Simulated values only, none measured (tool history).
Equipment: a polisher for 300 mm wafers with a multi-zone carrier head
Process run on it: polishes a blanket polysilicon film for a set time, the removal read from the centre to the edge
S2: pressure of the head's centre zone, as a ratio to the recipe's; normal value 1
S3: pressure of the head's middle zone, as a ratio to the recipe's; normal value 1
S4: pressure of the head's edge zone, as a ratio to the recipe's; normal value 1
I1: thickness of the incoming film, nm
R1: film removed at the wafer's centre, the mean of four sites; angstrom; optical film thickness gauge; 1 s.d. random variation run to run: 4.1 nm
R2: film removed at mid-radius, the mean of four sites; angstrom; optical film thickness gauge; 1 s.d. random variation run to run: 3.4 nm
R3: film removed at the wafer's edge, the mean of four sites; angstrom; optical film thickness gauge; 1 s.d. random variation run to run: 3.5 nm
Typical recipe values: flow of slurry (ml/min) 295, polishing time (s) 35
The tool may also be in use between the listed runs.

run 1 hour=0 | flow_of_slurry_(ml/min)=295 S2=1 S3=1 S4=1 polishing_time_(s)=35 | I1=897.1 | R1=2743 R2=2678 R3=2787
run 2 hour=18 | flow_of_slurry_(ml/min)=295 S2=0.95 S3=1.03 S4=0.91 polishing_time_(s)=35 | I1=914.9 | R1=2546 R2=2774 R3=2714
run 3 hour=45.5 | flow_of_slurry_(ml/min)=295 S2=1 S3=1.07 S4=1 polishing_time_(s)=32 | I1=902.2 | R1=2444 R2=2591 R3=2456
run 4 hour=69.1 | flow_of_slurry_(ml/min)=335 S2=0.88 S3=1 S4=1.08 polishing_time_(s)=46 | I1=921.5 | R1=3063 R2=3448 R3=3645
run 5 hour=93.4 | flow_of_slurry_(ml/min)=295 S2=1 S3=1 S4=1 polishing_time_(s)=35 | I1=906.7 | R1=2610 R2=2531 R3=2608
run 6 hour=114.8 | flow_of_slurry_(ml/min)=295 S2=1.1 S3=1.06 S4=1 polishing_time_(s)=35 | I1=919.1 | R1=2804 R2=2571 R3=2538
run 7 hour=132.2 | flow_of_slurry_(ml/min)=295 S2=1 S3=1 S4=1 polishing_time_(s)=35 | I1=908.8 | R1=2495 R2=2365 R3=2528
-- hour=145 worn pad replaced by a new one
run 8 hour=147.5 | flow_of_slurry_(ml/min)=295 S2=1 S3=1.1 S4=1 polishing_time_(s)=40 | I1=896.9 | R1=3187 R2=3438 R3=3313
-- hour=213.2 carrier head's membrane replaced by a new one
run 9 hour=223 | flow_of_slurry_(ml/min)=355 S2=1 S3=0.93 S4=1 polishing_time_(s)=30 | I1=906.6 | R1=2491 R2=2268 R3=2505
run 10 hour=250.5 | flow_of_slurry_(ml/min)=295 S2=1.05 S3=1 S4=1 polishing_time_(s)=35 | I1=912.6 | R1=2909 R2=2783 R3=2849
-- hour=254.6 slurry nozzle cleaned
run 11 hour=277.1 | flow_of_slurry_(ml/min)=295 S2=1 S3=1 S4=1 polishing_time_(s)=35 | I1=910.1 | R1=2733 R2=2712 R3=2790
run 12 hour=290.1 | flow_of_slurry_(ml/min)=295 S2=1 S3=1 S4=1 polishing_time_(s)=35 | I1=918.3 | R1=2746 R2=2691 R3=2766
run 13 hour=302.8 | flow_of_slurry_(ml/min)=330 S2=1 S3=1.1 S4=1 polishing_time_(s)=35 | I1=913.4 | R1=2732 R2=2973 R3=2780
run 14 hour=326.6 | flow_of_slurry_(ml/min)=295 S2=1 S3=1 S4=0.9 polishing_time_(s)=35 | I1=915.7 | R1=2629 R2=2550 R3=2593
-- hour=347.4 edge zone pressure recalibrated
run 15 hour=348.7 | flow_of_slurry_(ml/min)=295 S2=1 S3=1.07 S4=1 polishing_time_(s)=32 | I1=916.8 | R1=2411 R2=2538 R3=2461
run 16 hour=379 | flow_of_slurry_(ml/min)=295 S2=1 S3=1 S4=1 polishing_time_(s)=35 | I1=904.7 | R1=2575 R2=2536 R3=2649
run 17 hour=405.6 | flow_of_slurry_(ml/min)=295 S2=1 S3=1 S4=1 polishing_time_(s)=35 | I1=916.5 | R1=2513 R2=2448 R3=2521
-- hour=438.4 worn pad replaced by a new one
run 18 hour=438.9 | flow_of_slurry_(ml/min)=295 S2=1 S3=1 S4=1 polishing_time_(s)=35 | I1=902.4 | R1=2813 R2=2804 R3=2875
run 19 hour=461.7 | flow_of_slurry_(ml/min)=245 S2=1 S3=0.9 S4=1 polishing_time_(s)=45 | I1=921.3 | R1=3568 R2=3207 R3=3554
-- hour=481.3 centre zone pressure recalibrated
run 20 hour=569 | flow_of_slurry_(ml/min)=295 S2=1.06 S3=1 S4=1 polishing_time_(s)=35 | I1=911.1 | R1=2893 R2=2712 R3=2691
-- hour=577.9 slurry nozzle cleaned
run 21 hour=604 | flow_of_slurry_(ml/min)=295 S2=1.08 S3=1 S4=1 polishing_time_(s)=45 | I1=908.5 | R1=3639 R2=3346 R3=3467
run 22 hour=635.7 | flow_of_slurry_(ml/min)=295 S2=1.07 S3=1 S4=1 polishing_time_(s)=35 | I1=896.2 | R1=2800 R2=2619 R3=2670

Measured result minus the same run's result without the hidden state. Both carry the same run-to-run variation, though not necessarily the same gauge scatter:
The hidden state here: removal rate lost through wear of the pad, %; slurry flow missing at the pad, %; deviation of the centre zone's pressure from its setpoint, %; deviation of the edge zone's pressure from its setpoint, %.
run=1 R1=-128 R2=-124 R3=-130
run=2 R1=-146 R2=-159 R3=-156
run=3 R1=-189 R2=-200 R3=-190
run=4 R1=-298 R2=-335 R3=-354
run=5 R1=-316 R2=-306 R3=-315
run=6 R1=-406 R2=-373 R3=-368
run=7 R1=-416 R2=-395 R3=-422
run=8 R1=-59 R2=-63 R3=-61
run=9 R1=-72 R2=-66 R3=-73
run=10 R1=-112 R2=-107 R3=-110
run=11 R1=-137 R2=-136 R3=-139
run=12 R1=-157 R2=-153 R3=-158
run=13 R1=-175 R2=-191 R3=-179
run=14 R1=-210 R2=-205 R3=-208
run=15 R1=-235 R2=-247 R3=-239
run=16 R1=-322 R2=-318 R3=-331
run=17 R1=-388 R2=-377 R3=-389
run=18 R1=-73 R2=-73 R3=-75
run=19 R1=-97 R2=-87 R3=-96
run=20 R1=-166 R2=-156 R3=-154
run=21 R1=-283 R2=-260 R3=-269
run=22 R1=-283 R2=-264 R3=-269
